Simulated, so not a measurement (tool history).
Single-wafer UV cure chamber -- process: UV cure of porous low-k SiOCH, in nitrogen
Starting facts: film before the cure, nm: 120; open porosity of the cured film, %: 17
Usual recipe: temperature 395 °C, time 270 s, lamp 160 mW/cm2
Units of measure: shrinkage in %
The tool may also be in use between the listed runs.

run	hour	temperature	time	lamp	shrinkage
1	0	403	270	160	16.324
2	70.1	403	270	160	15.858
3	126.9	395	270	160	15.68
4	154.9	395	270	160	15.071
5	211.5	395	270	132	14.059
6	241.4	395	270	160	14.718
7	295.8	395	270	160	14.608
8	326.9	395	270	160	14.311
# hour 374.1: quartz window cleaned
9	390.8	395	270	160	14.634
10	454.7	395	270	160	14.743
# hour 466.3: UV bulbs replaced
11	509.5	389	270	160	16.182
12	540.5	389	270	160	16.111
13	603.9	395	165	160	13.966
14	648.8	395	165	160	13.474
15	699.6	395	165	160	13.023
# hour 726.1: quartz window cleaned
16	757.5	395	270	172	16.772
17	787.3	383	375	160	17.978
18	844.5	383	375	160	18.298
19	911.7	395	350	160	17.678
20	1063.5	395	270	160	14.789

Run 21, settings as shown, results not yet in. Your forecast:
# hour 1120.3: quartz window cleaned
21	1131.1	395	270	160	?

shrinkage: 15.706 %
Were there no unlogged condition in the tool, this run, its random variation unchanged, would have produced shrinkage 16.935 %.

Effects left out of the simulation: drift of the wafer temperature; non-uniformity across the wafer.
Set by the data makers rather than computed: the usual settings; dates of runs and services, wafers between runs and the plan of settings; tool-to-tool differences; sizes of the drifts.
